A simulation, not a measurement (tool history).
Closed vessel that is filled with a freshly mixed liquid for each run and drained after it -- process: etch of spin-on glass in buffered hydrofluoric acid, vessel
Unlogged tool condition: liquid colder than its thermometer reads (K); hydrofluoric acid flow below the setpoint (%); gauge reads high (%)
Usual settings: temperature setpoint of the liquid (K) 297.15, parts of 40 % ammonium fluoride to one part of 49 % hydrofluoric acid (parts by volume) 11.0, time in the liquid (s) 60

run     day  temperature setpoint of the liquid (K)  parts of 40 % ammonium fluoride to one part of 49 % hydrofluoric acid (parts by volume)  time in the liquid (s)  wafers since the last listed run  hours since the thermometer was replaced  hours since the hydrofluoric acid flow meter was replaced  hours since the gauge calibration  read-back film thickness of the spin-on glass reference wafer, read on the same gauge (nm)  thickness taken off the spin-on glass on a monitor wafer (Å)
  1   0.000                                  297.15                                                                                     11.0                      60                                 0                                     352.6                                                     2130.0                               88.6                                                                                      109.98                                                        2035.0
  2   0.567                                  297.15                                                                                     11.0                      60                               924                                     366.2                                                     2143.6                              102.2                                                                                      110.00                                                        2042.2
  3   3.475                                  297.15                                                                                     11.0                      60                              4745                                     436.0                                                     2213.4                              172.0                                                                                      109.99                                                        2011.0
  4   4.488                                  297.15                                                                                     11.0                      60                              1652                                     460.3                                                     2237.7                              196.3                                                                                      110.01                                                        2022.9
  5   5.883                                  297.15                                                                                     11.0                      60                              2277                                     493.8                                                     2271.2                              229.8                                                                                      110.00                                                        2017.0
  6   6.479                                  297.15                                                                                     11.0                      60                               972                                     508.1                                                     2285.5                              244.1                                                                                      110.00                                                        2000.7
  7   7.804                                  297.15                                                                                     11.0                      60                              2162                                     539.9                                                     2317.3                              275.9                                                                                      110.01                                                        2032.0
  8   9.221                                  297.15                                                                                     11.0                      60                              2311                                     573.9                                                     2351.3                              309.9                                                                                      110.02                                                        2007.7
  9  10.321                                  297.15                                                                                     11.0                      60                              1795                                     600.3                                                     2377.7                              336.3                                                                                      110.00                                                        1996.1
 10  11.254                                  297.15                                                                                     11.0                      60                              1523                                     622.7                                                     2400.1                              358.7                                                                                      110.01                                                        1979.6
     12.250  -- gauge calibrated
 11  12.700                                  297.15                                                                                     11.0                      60                              2359                                     657.4                                                     2434.8                               10.8                                                                                      109.99                                                        1978.6
     12.950  -- thermometer replaced
 12  13.225                                  293.15                                                                                     11.0                      60                               788                                       6.6                                                     2447.4                               23.4                                                                                      109.99                                                        1545.3
 13  14.354                                  297.15                                                                                     11.0                      60                              1842                                      33.7                                                     2474.5                               50.5                                                                                      109.99                                                        1898.1
 14  15.150                                  297.15                                                                                     11.0                      60                              1298                                      52.8                                                     2493.6                               69.6                                                                                      110.01                                                        1875.0
 15  15.850                                  297.15                                                                                     11.0                      60                              1142                                      69.6                                                     2510.4                               86.4                                                                                      109.98                                                        1912.4
 16  16.554                                  297.15                                                                                     11.0                      45                              1149                                      86.5                                                     2527.3                              103.3                                                                                      110.02                                                        1410.1
     17.112  -- hydrofluoric acid flow meter replaced
     17.425  -- thermometer replaced, repeated, since the last time left the tool worse
 17  17.904                                  300.15                                                                                      9.0                      60                              2067                                      11.5                                                       19.0                              135.7                                                                                      110.00                                                        2855.1
 18  19.225                                  292.65                                                                                     13.0                      80                              2155                                      43.2                                                       50.7                              167.4                                                                                      110.01                                                        1846.7
 19  19.779                                  297.15                                                                                     11.0                      60                               904                                      56.5                                                       64.0                              180.7                                                                                      109.98                                                        2074.2
 20  23.604                                  299.65                                                                                      7.5                      45                              6241                                     148.3                                                      155.8                              272.5                                                                                      109.98                                                        2549.6
 21  24.450                                  295.15                                                                                      8.0                      45                              1380                                     168.6                                                      176.1                              292.8                                                                                      110.01                                                        1838.5
 22  25.421                                  295.65                                                                                     12.0                      60                              1584                                     191.9                                                      199.4                              316.1                                                                                      109.99                                                        1722.1

Difference, measured minus no-hidden-state, one row per run. Run-to-run variation is common to both terms; the gauge's own scatter need not be:
run  thickness taken off the spin-on glass on a monitor wafer (Å)
  1                                                         -66.6
  2                                                         -69.2
  3                                                         -80.7
  4                                                         -85.8
  5                                                         -92.5
  6                                                         -94.0
  7                                                        -101.4
  8                                                        -105.9
  9                                                        -111.1
 10                                                        -113.7
 11                                                        -120.5
 12                                                        -165.9
 13                                                        -203.9
 14                                                        -204.9
 15                                                        -211.4
 16                                                        -158.5
 17                                                         -32.2
 18                                                         -27.2
 19                                                         -32.0
 20                                                         -59.4
 21                                                         -47.4
 22                                                         -48.2

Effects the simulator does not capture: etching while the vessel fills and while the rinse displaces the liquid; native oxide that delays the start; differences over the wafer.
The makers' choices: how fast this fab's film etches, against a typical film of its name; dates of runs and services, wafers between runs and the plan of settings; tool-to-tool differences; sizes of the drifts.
